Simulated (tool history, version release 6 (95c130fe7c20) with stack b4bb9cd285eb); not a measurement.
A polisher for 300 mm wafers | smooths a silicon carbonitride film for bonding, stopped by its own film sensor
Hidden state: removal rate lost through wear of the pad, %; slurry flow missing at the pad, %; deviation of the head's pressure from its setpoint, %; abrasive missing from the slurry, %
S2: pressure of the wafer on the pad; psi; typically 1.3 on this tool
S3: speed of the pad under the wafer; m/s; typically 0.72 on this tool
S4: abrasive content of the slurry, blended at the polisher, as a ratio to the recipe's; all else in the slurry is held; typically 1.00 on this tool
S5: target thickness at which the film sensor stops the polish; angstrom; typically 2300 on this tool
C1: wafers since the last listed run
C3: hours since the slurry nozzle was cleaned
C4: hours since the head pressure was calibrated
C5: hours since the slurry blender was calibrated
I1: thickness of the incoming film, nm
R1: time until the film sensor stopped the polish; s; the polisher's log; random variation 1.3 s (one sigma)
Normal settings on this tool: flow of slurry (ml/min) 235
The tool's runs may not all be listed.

{"run": 1, "hour": 0.0, "flow of slurry (ml/min)": 235, "S2": 1.3, "S3": 0.72, "S4": 1.0, "S5": 2300, "C1": 0, "wafers polished on this pad": 274, "C3": 407.1, "C4": 425.1, "C5": 91.1, "I1": 242.0, "R1": 105.2}
{"run": 2, "hour": 7.4, "flow of slurry (ml/min)": 235, "S2": 1.3, "S3": 0.72, "S4": 1.0, "S5": 2300, "C1": 68, "wafers polished on this pad": 343, "C3": 414.5, "C4": 432.5, "C5": 98.5, "I1": 238.1, "R1": 70.3}
{"run": 3, "hour": 17.7, "flow of slurry (ml/min)": 235, "S2": 1.3, "S3": 0.72, "S4": 1.0, "S5": 2300, "C1": 95, "wafers polished on this pad": 438, "C3": 424.8, "C4": 442.8, "C5": 108.8, "I1": 243.2, "R1": 118.8}
{"run": 4, "hour": 31.1, "flow of slurry (ml/min)": 235, "S2": 1.3, "S3": 0.72, "S4": 1.0, "S5": 2300, "C1": 124, "wafers polished on this pad": 563, "C3": 438.2, "C4": 456.2, "C5": 122.2, "I1": 241.9, "R1": 107.3}
{"run": 5, "hour": 38.8, "flow of slurry (ml/min)": 235, "S2": 1.3, "S3": 0.72, "S4": 1.0, "S5": 2300, "C1": 71, "wafers polished on this pad": 635, "C3": 445.9, "C4": 463.9, "C5": 129.9, "I1": 238.9, "R1": 81.8}
{"run": 6, "hour": 48.0, "flow of slurry (ml/min)": 235, "S2": 1.6, "S3": 0.72, "S4": 1.0, "S5": 2290, "C1": 85, "wafers polished on this pad": 720, "C3": 455.1, "C4": 473.1, "C5": 139.1, "I1": 239.9, "R1": 80.6}
{"hour": 53.9, "done": "worn pad replaced by a new one"}
{"run": 7, "hour": 59.5, "flow of slurry (ml/min)": 235, "S2": 1.6, "S3": 0.72, "S4": 1.0, "S5": 2290, "C1": 69, "wafers polished on this pad": 51, "C3": 466.6, "C4": 484.6, "C5": 150.6, "I1": 239.2, "R1": 73.2}
{"run": 8, "hour": 72.7, "flow of slurry (ml/min)": 235, "S2": 1.6, "S3": 0.72, "S4": 1.0, "S5": 2290, "C1": 122, "wafers polished on this pad": 174, "C3": 479.8, "C4": 497.8, "C5": 163.8, "I1": 235.9, "R1": 47.8}
{"run": 9, "hour": 80.7, "flow of slurry (ml/min)": 235, "S2": 1.3, "S3": 0.72, "S4": 1.0, "S5": 2300, "C1": 74, "wafers polished on this pad": 249, "C3": 487.8, "C4": 505.8, "C5": 171.8, "I1": 240.9, "R1": 94.4}
{"run": 10, "hour": 90.7, "flow of slurry (ml/min)": 235, "S2": 1.3, "S3": 0.72, "S4": 1.0, "S5": 2300, "C1": 93, "wafers polished on this pad": 342, "C3": 497.8, "C4": 515.8, "C5": 181.8, "I1": 244.7, "R1": 127.8}
{"run": 11, "hour": 107.2, "flow of slurry (ml/min)": 235, "S2": 1.3, "S3": 0.72, "S4": 1.0, "S5": 2290, "C1": 153, "wafers polished on this pad": 495, "C3": 514.3, "C4": 532.3, "C5": 198.3, "I1": 239.8, "R1": 96.7}
{"hour": 116.7, "done": "slurry blender recalibrated"}
{"run": 12, "hour": 123.5, "flow of slurry (ml/min)": 255, "S2": 1.3, "S3": 0.46, "S4": 1.2, "S5": 2300, "C1": 133, "wafers polished on this pad": 628, "C3": 530.6, "C4": 548.6, "C5": 6.8, "I1": 241.4, "R1": 113.9}
{"hour": 132.7, "done": "slurry nozzle cleaned"}
{"hour": 137.7, "done": "worn pad replaced by a new one"}
{"run": 13, "hour": 153.1, "flow of slurry (ml/min)": 235, "S2": 1.6, "S3": 0.72, "S4": 1.0, "S5": 2290, "C1": 228, "wafers polished on this pad": 143, "C3": 20.4, "C4": 578.2, "C5": 36.4, "I1": 243.1, "R1": 103.8}
{"run": 14, "hour": 170.3, "flow of slurry (ml/min)": 235, "S2": 1.3, "S3": 0.72, "S4": 1.3, "S5": 2300, "C1": 160, "wafers polished on this pad": 303, "C3": 37.6, "C4": 595.4, "C5": 53.6, "I1": 239.7, "R1": 75.4}
{"run": 15, "hour": 183.5, "flow of slurry (ml/min)": 235, "S2": 1.5, "S3": 0.72, "S4": 1.0, "S5": 2320, "C1": 122, "wafers polished on this pad": 426, "C3": 50.8, "C4": 608.6, "C5": 66.8, "I1": 234.9, "R1": 22.6}
{"run": 16, "hour": 191.3, "flow of slurry (ml/min)": 235, "S2": 0.9, "S3": 0.72, "S4": 1.2, "S5": 2300, "C1": 72, "wafers polished on this pad": 498, "C3": 58.6, "C4": 616.4, "C5": 74.6, "I1": 242.0, "R1": 141.1}
{"run": 17, "hour": 198.5, "flow of slurry (ml/min)": 270, "S2": 1.3, "S3": 0.72, "S4": 1.25, "S5": 2300, "C1": 67, "wafers polished on this pad": 565, "C3": 65.8, "C4": 623.6, "C5": 81.8, "I1": 240.0, "R1": 81.9}
{"hour": 205.3, "done": "head pressure recalibrated"}
{"hour": 218.8, "done": "worn pad replaced by a new one"}
{"run": 18, "hour": 228.2, "flow of slurry (ml/min)": 235, "S2": 1.3, "S3": 0.72, "S4": 1.0, "S5": 2300, "C1": 220, "wafers polished on this pad": 87, "C3": 95.5, "C4": 22.9, "C5": 111.5, "I1": 237.9, "R1": 66.9}
{"run": 19, "hour": 236.3, "flow of slurry (ml/min)": 235, "S2": 1.3, "S3": 0.5, "S4": 1.0, "S5": 2300, "C1": 75, "wafers polished on this pad": 162, "C3": 103.6, "C4": 31.0, "C5": 119.6, "I1": 239.3, "R1": 93.0}
{"run": 20, "hour": 250.9, "flow of slurry (ml/min)": 165, "S2": 1.5, "S3": 0.82, "S4": 1.2, "S5": 2300, "C1": 135, "wafers polished on this pad": 298, "C3": 118.2, "C4": 45.6, "C5": 134.2, "I1": 240.2, "R1": 71.4}
{"run": 21, "hour": 266.2, "flow of slurry (ml/min)": 235, "S2": 1.7, "S3": 0.72, "S4": 1.1, "S5": 2280, "C1": 142, "wafers polished on this pad": 441, "C3": 133.5, "C4": 60.9, "C5": 149.5, "I1": 239.9, "R1": 78.7}
{"run": 22, "hour": 278.3, "flow of slurry (ml/min)": 235, "S2": 1.3, "S3": 0.72, "S4": 1.0, "S5": 2300, "C1": 112, "wafers polished on this pad": 553, "C3": 145.6, "C4": 73.0, "C5": 161.6, "I1": 238.0, "R1": 71.2}

Branching from run 22: 4 alternative next runs. What would each branch give?
{"run": "A", "hour": 278.7, "flow of slurry (ml/min)": 235, "S2": 1.3, "S3": 0.72, "S4": 1.0, "S5": 2300, "C1": 3, "wafers polished on this pad": 557, "C3": 146.0, "C4": 73.4, "C5": 162.0, "I1": 240.4, "R1": "?"}
{"run": "B", "hour": 278.7, "flow of slurry (ml/min)": 235, "S2": 1.3, "S3": 0.72, "S4": 1.15, "S5": 2300, "C1": 3, "wafers polished on this pad": 557, "C3": 146.0, "C4": 73.4, "C5": 162.0, "I1": 240.4, "R1": "?"}
{"run": "C", "hour": 278.7, "flow of slurry (ml/min)": 200, "S2": 1.3, "S3": 0.82, "S4": 1.0, "S5": 2300, "C1": 3, "wafers polished on this pad": 557, "C3": 146.0, "C4": 73.4, "C5": 162.0, "I1": 240.4, "R1": "?"}
{"run": "D", "hour": 278.7, "flow of slurry (ml/min)": 275, "S2": 1.3, "S3": 0.72, "S4": 0.9, "S5": 2280, "C1": 3, "wafers polished on this pad": 557, "C3": 146.0, "C4": 73.4, "C5": 162.0, "I1": 240.4, "R1": "?"}

run=A R1=90.7
run=B R1=85.5
run=C R1=86.9
run=D R1=111.3
With the hidden condition removed and each run's random variation left untouched, the same runs would have given:
run=A R1=87.6
run=B R1=82.6
run=C R1=84.0
run=D R1=107.5
